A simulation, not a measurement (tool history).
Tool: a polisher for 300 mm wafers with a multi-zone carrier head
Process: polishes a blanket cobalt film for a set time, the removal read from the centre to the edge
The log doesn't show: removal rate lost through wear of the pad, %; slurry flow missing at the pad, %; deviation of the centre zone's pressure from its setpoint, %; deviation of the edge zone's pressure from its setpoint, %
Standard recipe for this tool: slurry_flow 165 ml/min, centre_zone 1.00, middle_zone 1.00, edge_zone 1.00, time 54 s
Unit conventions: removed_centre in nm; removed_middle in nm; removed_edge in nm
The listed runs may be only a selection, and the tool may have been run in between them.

| run | day | slurry_flow | centre_zone | middle_zone | edge_zone | time | wafers since the last listed run | wafers polished on this pad | hours since the slurry nozzle was cleaned | hours since the centre zone pressure was calibrated | hours since the edge zone pressure was calibrated | hours since the carrier head's membrane was replaced | incoming thickness of the incoming film, nm | removed_centre | removed_middle | removed_edge |
|---|---|---|---|---|---|---|---|---|---|---|---|---|---|---|---|---|
| 1 | 0.000 | 165 | 1.00 | 1.00 | 0.91 | 54 | 0 | 5 | 456.9 | 244.0 | 310.2 | 755.5 | 1092.8 | 232.8 | 235.2 | 222.6 |
| 2 | 1.642 | 165 | 1.00 | 1.00 | 0.91 | 54 | 428 | 434 | 496.3 | 283.4 | 349.6 | 794.9 | 1110.4 | 233.9 | 230.5 | 227.7 |
| 3 | 3.617 | 165 | 1.00 | 1.00 | 1.00 | 54 | 515 | 949 | 543.7 | 330.8 | 397.0 | 842.3 | 1114.0 | 228.3 | 228.6 | 229.5 |
| 4 | 5.392 | 165 | 1.00 | 1.00 | 1.00 | 54 | 463 | 1412 | 586.3 | 373.4 | 439.6 | 884.9 | 1097.9 | 223.3 | 228.5 | 228.2 |
| 5 | 6.417 | 165 | 1.00 | 1.00 | 1.00 | 54 | 267 | 1679 | 610.9 | 398.0 | 464.2 | 909.5 | 1108.7 | 221.4 | 223.5 | 230.0 |
| 6 | 7.658 | 165 | 1.00 | 1.00 | 1.00 | 54 | 323 | 2003 | 640.7 | 427.8 | 494.0 | 939.3 | 1099.1 | 222.3 | 225.0 | 228.6 |
|  | 9.483 | edge zone pressure recalibrated |
| 7 | 10.583 | 165 | 1.00 | 1.00 | 1.00 | 54 | 741 | 2744 | 710.9 | 498.0 | 26.4 | 1009.5 | 1111.6 | 216.1 | 217.6 | 216.9 |
|  | 11.038 | slurry nozzle cleaned |
| 8 | 12.225 | 165 | 1.00 | 1.03 | 1.09 | 54 | 417 | 3162 | 28.5 | 537.4 | 65.8 | 1048.9 | 1092.6 | 233.1 | 235.9 | 238.7 |
|  | 13.642 | worn pad replaced by a new one |
| 9 | 13.875 | 140 | 0.97 | 1.00 | 0.90 | 60 | 386 | 61 | 68.1 | 577.0 | 105.4 | 1088.5 | 1097.2 | 252.3 | 265.5 | 252.6 |
| 10 | 15.604 | 165 | 1.03 | 1.00 | 1.00 | 54 | 451 | 512 | 109.6 | 618.5 | 146.9 | 1130.0 | 1084.9 | 246.6 | 241.0 | 239.6 |
| 11 | 17.812 | 165 | 1.00 | 1.11 | 0.95 | 63 | 576 | 1088 | 162.6 | 671.5 | 199.9 | 1183.0 | 1101.6 | 280.3 | 303.0 | 267.9 |
|  | 19.208 | centre zone pressure recalibrated |
| 12 | 20.333 | 165 | 1.03 | 1.00 | 1.00 | 54 | 635 | 1724 | 223.1 | 27.0 | 260.4 | 1243.5 | 1118.3 | 234.1 | 231.5 | 230.5 |
| 13 | 23.271 | 145 | 0.96 | 1.00 | 1.00 | 54 | 766 | 2490 | 293.6 | 97.5 | 330.9 | 1314.0 | 1103.6 | 207.5 | 215.3 | 221.1 |
| 14 | 25.129 | 165 | 0.92 | 1.00 | 1.07 | 54 | 484 | 2975 | 338.2 | 142.1 | 375.5 | 1358.6 | 1105.0 | 201.8 | 222.1 | 230.0 |
|  | 25.442 | worn pad replaced by a new one |
| 15 | 27.725 | 165 | 1.00 | 1.06 | 1.00 | 68 | 633 | 595 | 400.5 | 204.4 | 437.8 | 1420.9 | 1097.0 | 291.7 | 310.0 | 295.3 |
| 16 | 29.992 | 165 | 1.10 | 1.08 | 0.91 | 38 | 591 | 1186 | 454.9 | 258.8 | 492.2 | 1475.3 | 1105.1 | 176.1 | 170.2 | 156.1 |
|  | 33.362 | carrier head's membrane replaced by a new one |
|  | 35.208 | edge zone pressure recalibrated |
|  | 36.633 | slurry nozzle cleaned |
| 17 | 38.738 | 135 | 1.10 | 0.90 | 1.00 | 49 | 2194 | 3381 | 50.5 | 468.7 | 84.7 | 129.0 | 1075.3 | 213.1 | 181.5 | 194.4 |
|  | 39.038 | worn pad replaced by a new one |
| 18 | 39.792 | 165 | 1.00 | 0.90 | 1.06 | 54 | 231 | 196 | 75.8 | 494.0 | 110.0 | 154.3 | 1104.0 | 246.1 | 222.5 | 254.0 |
| 19 | 42.583 | 165 | 1.00 | 1.00 | 1.00 | 54 | 728 | 924 | 142.8 | 561.0 | 177.0 | 221.3 | 1110.5 | 238.2 | 239.3 | 240.8 |
| 20 | 45.471 | 180 | 1.05 | 1.00 | 1.00 | 54 | 753 | 1677 | 212.1 | 630.3 | 246.3 | 290.6 | 1110.9 | 249.0 | 232.3 | 236.7 |
|  | 46.462 | centre zone pressure recalibrated |
| 21 | 48.133 | 165 | 1.10 | 1.00 | 1.00 | 54 | 672 | 2350 | 276.0 | 40.1 | 310.2 | 354.5 | 1101.1 | 253.1 | 225.0 | 228.6 |

What does the tool deliver on the next run?
| 22 | 50.629 | 165 | 1.00 | 1.12 | 1.00 | 54 | 651 | 3001 | 335.9 | 100.0 | 370.1 | 414.4 | 1109.6 | ? | ? | ? |

removed_centre: 218.9 nm
removed_middle: 248.4 nm
removed_edge: 221.1 nm
Had the tool carried no hidden state, the very same run would have given removed_centre 252.7 nm, removed_middle 284.5 nm, removed_edge 249.2 nm.
